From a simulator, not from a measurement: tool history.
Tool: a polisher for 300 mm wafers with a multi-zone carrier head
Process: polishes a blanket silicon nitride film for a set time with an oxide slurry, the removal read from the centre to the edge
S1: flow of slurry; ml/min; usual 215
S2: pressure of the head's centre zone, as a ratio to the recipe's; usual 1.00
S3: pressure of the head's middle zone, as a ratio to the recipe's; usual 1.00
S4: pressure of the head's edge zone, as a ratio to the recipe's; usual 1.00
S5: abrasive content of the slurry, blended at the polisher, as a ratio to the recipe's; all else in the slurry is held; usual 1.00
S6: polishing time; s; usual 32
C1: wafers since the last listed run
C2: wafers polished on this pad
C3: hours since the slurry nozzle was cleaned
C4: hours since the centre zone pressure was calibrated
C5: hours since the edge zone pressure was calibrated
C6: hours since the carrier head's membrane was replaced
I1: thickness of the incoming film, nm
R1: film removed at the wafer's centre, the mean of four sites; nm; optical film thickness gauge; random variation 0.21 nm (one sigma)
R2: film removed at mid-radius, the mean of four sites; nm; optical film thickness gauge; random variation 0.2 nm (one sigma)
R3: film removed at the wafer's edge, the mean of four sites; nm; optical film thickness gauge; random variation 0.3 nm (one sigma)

run,day,S1,S2,S3,S4,S5,S6,C1,C2,C3,C4,C5,C6,I1,R1,R2,R3
1,0.000,215,0.94,1.06,1.00,1.00,32,0,592,191.7,1025.2,407.3,1898.5,239.8,19.6,22.2,21.5
2,0.683,215,0.94,1.06,1.00,1.00,32,170,762,208.1,1041.6,423.7,1914.9,241.8,19.7,21.8,21.2
3,1.404,215,0.94,1.06,1.00,1.00,32,179,942,225.4,1058.9,441.0,1932.2,239.9,19.5,21.8,20.7
4,1.967,170,1.00,1.00,1.00,0.75,32,139,1082,238.9,1072.4,454.5,1945.7,242.5,18.7,18.8,18.6
# day 2.388: worn pad replaced by a new one
5,2.712,170,1.00,1.00,1.00,0.75,32,144,81,256.8,1090.3,472.4,1963.6,243.3,19.9,19.7,19.8
6,2.988,170,1.00,1.00,1.00,0.75,32,68,149,263.4,1096.9,479.0,1970.2,239.2,19.3,19.7,19.3
7,3.262,215,1.00,1.00,0.96,1.00,32,68,217,270.0,1103.5,485.6,1976.8,242.3,21.1,21.6,21.3
8,3.712,215,1.00,1.00,0.96,1.00,32,111,329,280.8,1114.3,496.4,1987.6,238.7,21.5,21.8,21.0
9,4.354,215,1.00,1.00,0.96,1.00,32,159,489,296.2,1129.7,511.8,2003.0,242.4,20.9,21.2,20.7
10,4.854,215,1.04,1.00,1.00,1.00,32,124,613,308.2,1141.7,523.8,2015.0,244.3,22.0,21.2,21.5
11,5.358,215,1.04,1.00,1.00,1.00,32,125,739,320.3,1153.8,535.9,2027.1,241.4,21.6,21.0,21.0
12,5.846,215,1.08,1.00,1.00,1.00,32,121,860,332.0,1165.5,547.6,2038.8,239.4,22.4,21.0,21.2
13,6.596,265,1.05,1.05,1.00,1.00,32,186,1047,350.0,1183.5,565.6,2056.8,237.2,21.8,21.6,21.0
# day 7.312: worn pad replaced by a new one
14,7.333,215,0.90,0.92,1.00,1.00,32,142,5,367.7,1201.2,583.3,2074.5,242.4,19.3,21.2,21.7
# day 7.558: carrier head's membrane replaced by a new one
# day 7.638: centre zone pressure recalibrated
15,7.658,255,0.97,1.07,1.08,1.00,32,9,14,375.5,0.5,591.1,2.4,243.2,21.1,22.9,22.5
# day 8.079: edge zone pressure recalibrated
16,8.229,275,1.00,1.00,1.00,1.10,32,121,136,389.2,14.2,3.6,16.1,243.9,22.5,22.4,22.6
# day 8.325: slurry nozzle cleaned
17,8.712,215,1.00,1.00,1.00,1.00,32,109,246,9.3,25.8,15.2,27.7,236.5,21.2,21.1,21.9
18,9.162,215,1.00,1.00,1.00,1.00,32,111,358,20.1,36.6,26.0,38.5,235.9,21.2,21.3,21.1
19,9.812,215,1.00,1.00,1.00,1.00,32,161,519,35.7,52.2,41.6,54.1,237.8,21.0,21.1,21.3
20,10.204,215,1.00,1.00,1.00,1.00,32,97,617,45.1,61.6,51.0,63.5,241.5,20.8,20.9,20.8
21,10.571,215,1.00,1.00,1.00,1.00,32,91,708,53.9,70.4,59.8,72.3,238.9,20.8,21.0,21.1
22,11.133,215,1.00,1.00,1.00,1.00,41,139,848,67.4,83.9,73.3,85.8,239.4,26.2,26.9,26.3
# day 11.708: worn pad replaced by a new one
23,11.729,195,1.00,1.00,0.95,1.00,32,106,4,81.7,98.2,87.6,100.1,238.8,21.3,21.6,21.4

How the hidden state differs across the entries between the runs, from the last listed run before each to the first after it:
Between runs 4 and 5: worn pad replaced by a new one (day 2.388)
  removal rate lost through wear of the pad, %: 4.76 -> 0.642
  measured less the result without the state, R1: -0.9 -> -0.1 nm; R2: -0.9 -> -0.1 nm; R3: -1.0 -> -0.1 nm
Between runs 13 and 14: worn pad replaced by a new one (day 7.312)
  removal rate lost through wear of the pad, %: 4.86 -> 0.659
  measured less the result without the state, R1: -1.2 -> -0.2 nm; R2: -1.1 -> -0.2 nm; R3: -1.1 -> -0.2 nm
Between runs 14 and 15: carrier head's membrane replaced by a new one (day 7.558); centre zone pressure recalibrated (day 7.638)
  removal rate lost through wear of the pad, %: 0.659 -> 1.01
  measured less the result without the state, R1: -0.2 -> -0.2 nm; R2: -0.2 -> -0.2 nm; R3: -0.2 -> -0.3 nm
Between runs 15 and 16: edge zone pressure recalibrated (day 8.079)
  removal rate lost through wear of the pad, %: 1.01 -> 1.63
  measured less the result without the state, R1: -0.2 -> -0.3 nm; R2: -0.2 -> -0.4 nm; R3: -0.3 -> -0.3 nm
Between runs 16 and 17: slurry nozzle cleaned (day 8.325)
  removal rate lost through wear of the pad, %: 1.63 -> 2.16
  measured less the result without the state, R1: -0.3 -> -0.5 nm; R2: -0.4 -> -0.4 nm; R3: -0.3 -> -0.5 nm
Between runs 22 and 23: worn pad replaced by a new one (day 11.708)
  removal rate lost through wear of the pad, %: 4.78 -> 0.0673
  measured less the result without the state, R1: -1.3 -> +0.0 nm; R2: -1.3 -> +0.0 nm; R3: -1.3 -> +0.0 nm
